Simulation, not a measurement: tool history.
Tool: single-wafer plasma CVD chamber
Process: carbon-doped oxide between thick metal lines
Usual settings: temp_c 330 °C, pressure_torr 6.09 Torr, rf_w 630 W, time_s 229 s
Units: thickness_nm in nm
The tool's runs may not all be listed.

| run | day | temp_c | pressure_torr | rf_w | time_s | wafers since the last listed run | hours since the last thermocouple change | hours since the last RF generator calibration | hours since the last manometer calibration | hours since the showerhead was replaced | hours since the gauge calibration | read-back reference wafer on the same gauge, thickness_nm | thickness_nm |
|---|---|---|---|---|---|---|---|---|---|---|---|---|---|
| 1 | 0.000 | 330 | 6.09 | 630 | 229 | 0 | 1819.9 | 835.3 | 1503.7 | 3063.3 | 13.7 | 1210.165 | 1367.361 |
| 2 | 0.650 | 330 | 6.09 | 630 | 229 | 154 | 1835.5 | 850.9 | 1519.3 | 3078.9 | 29.3 | 1209.932 | 1369.774 |
| 3 | 1.050 | 330 | 6.09 | 630 | 229 | 94 | 1845.1 | 860.5 | 1528.9 | 3088.5 | 38.9 | 1210.515 | 1368.308 |
| 4 | 1.383 | 330 | 6.09 | 630 | 229 | 79 | 1853.1 | 868.5 | 1536.9 | 3096.5 | 46.9 | 1209.687 | 1365.467 |
| 5 | 1.983 | 330 | 6.09 | 630 | 229 | 142 | 1867.5 | 882.9 | 1551.3 | 3110.9 | 61.3 | 1210.033 | 1367.380 |
| 6 | 2.588 | 330 | 6.09 | 600 | 229 | 143 | 1882.0 | 897.4 | 1565.8 | 3125.4 | 75.8 | 1209.602 | 1329.308 |
|  | 3.067 | thermocouple changed; heater temperature recalibrated |
| 7 | 3.088 | 330 | 6.82 | 630 | 201 | 39 | 0.5 | 909.4 | 1577.8 | 3137.4 | 87.8 | 1210.233 | 1211.878 |
| 8 | 3.717 | 341 | 6.09 | 630 | 254 | 149 | 15.6 | 924.5 | 1592.9 | 3152.5 | 102.9 | 1210.749 | 1468.478 |
| 9 | 4.421 | 341 | 6.09 | 630 | 254 | 167 | 32.5 | 941.4 | 1609.8 | 3169.4 | 119.8 | 1209.910 | 1467.364 |
| 10 | 5.071 | 330 | 6.09 | 630 | 229 | 154 | 48.1 | 957.0 | 1625.4 | 3185.0 | 135.4 | 1211.054 | 1364.445 |
| 11 | 5.417 | 330 | 6.09 | 630 | 229 | 82 | 56.4 | 965.3 | 1633.7 | 3193.3 | 143.7 | 1209.834 | 1362.463 |
| 12 | 5.796 | 330 | 6.09 | 630 | 229 | 90 | 65.5 | 974.4 | 1642.8 | 3202.4 | 152.8 | 1210.376 | 1364.016 |
| 13 | 6.204 | 330 | 6.09 | 630 | 229 | 96 | 75.3 | 984.2 | 1652.6 | 3212.2 | 162.6 | 1209.691 | 1362.922 |
| 14 | 6.567 | 323 | 7.42 | 745 | 256 | 86 | 84.0 | 992.9 | 1661.3 | 3220.9 | 171.3 | 1210.933 | 1720.846 |
| 15 | 7.067 | 341 | 6.09 | 630 | 254 | 118 | 96.0 | 1004.9 | 1673.3 | 3232.9 | 183.3 | 1210.351 | 1465.039 |
| 16 | 7.450 | 341 | 6.09 | 630 | 229 | 91 | 105.2 | 1014.1 | 1682.5 | 3242.1 | 192.5 | 1210.145 | 1324.930 |
| 17 | 8.033 | 330 | 5.39 | 630 | 229 | 138 | 119.2 | 1028.1 | 1696.5 | 3256.1 | 206.5 | 1209.867 | 1341.458 |
| 18 | 8.329 | 335 | 6.09 | 630 | 229 | 70 | 126.3 | 1035.2 | 1703.6 | 3263.2 | 213.6 | 1210.860 | 1341.238 |
| 19 | 8.679 | 336 | 6.52 | 630 | 270 | 83 | 134.7 | 1043.6 | 1712.0 | 3271.6 | 222.0 | 1209.773 | 1588.632 |
|  | 9.083 | capacitance manometer re-zeroed and calibrated |
| 20 | 9.417 | 330 | 4.71 | 630 | 229 | 95 | 152.4 | 1061.3 | 8.0 | 3289.3 | 239.7 | 1210.316 | 1315.471 |
|  | 10.096 | RF generator calibrated |
| 21 | 10.117 | 330 | 5.25 | 630 | 229 | 87 | 169.2 | 0.5 | 24.8 | 3306.1 | 256.5 | 1210.045 | 1379.950 |
|  | 10.783 | showerhead replaced |
|  | 11.696 | gauge calibrated |
| 22 | 12.271 | 330 | 5.35 | 630 | 229 | 432 | 220.9 | 52.2 | 76.5 | 35.7 | 13.8 | 1210.229 | 1383.504 |
| 23 | 12.846 | 345 | 5.65 | 630 | 229 | 136 | 234.7 | 66.0 | 90.3 | 49.5 | 27.6 | 1210.298 | 1340.275 |
| 24 | 13.483 | 330 | 6.09 | 630 | 229 | 151 | 250.0 | 81.3 | 105.6 | 64.8 | 42.9 | 1209.989 | 1399.139 |
| 25 | 14.167 | 330 | 6.09 | 630 | 229 | 162 | 266.4 | 97.7 | 122.0 | 81.2 | 59.3 | 1210.297 | 1401.479 |
| 26 | 14.496 | 342 | 6.09 | 630 | 229 | 78 | 274.3 | 105.6 | 129.9 | 89.1 | 67.2 | 1210.715 | 1360.160 |
| 27 | 14.892 | 336 | 6.52 | 630 | 270 | 94 | 283.8 | 115.1 | 139.4 | 98.6 | 76.7 | 1209.636 | 1633.845 |
| 28 | 15.354 | 330 | 6.09 | 630 | 229 | 109 | 294.9 | 126.2 | 150.5 | 109.7 | 87.8 | 1209.458 | 1398.836 |
| 29 | 15.925 | 330 | 6.09 | 545 | 229 | 135 | 308.6 | 139.9 | 164.2 | 123.4 | 101.5 | 1209.521 | 1295.329 |

3 ways to go on from here, each from the tool as it stands after run 29. What would each give?
| A | 15.946 | 330 | 6.09 | 630 | 229 | 4 | 309.1 | 140.4 | 164.7 | 123.9 | 102.0 | ? | ? |
| B | 15.946 | 324 | 6.09 | 630 | 261 | 4 | 309.1 | 140.4 | 164.7 | 123.9 | 102.0 | ? | ? |
| C | 15.946 | 325 | 6.09 | 630 | 229 | 4 | 309.1 | 140.4 | 164.7 | 123.9 | 102.0 | ? | ? |

| run | read-back reference wafer on the same gauge, thickness_nm | thickness_nm |
|---|---|---|
| A | 1209.424 | 1401.608 |
| B | 1209.424 | 1625.039 |
| C | 1209.424 | 1422.052 |
Without the tool's hidden state the same runs would have given:
| run | thickness_nm |
|---|---|
| A | 1416.132 |
| B | 1641.878 |
| C | 1436.787 |
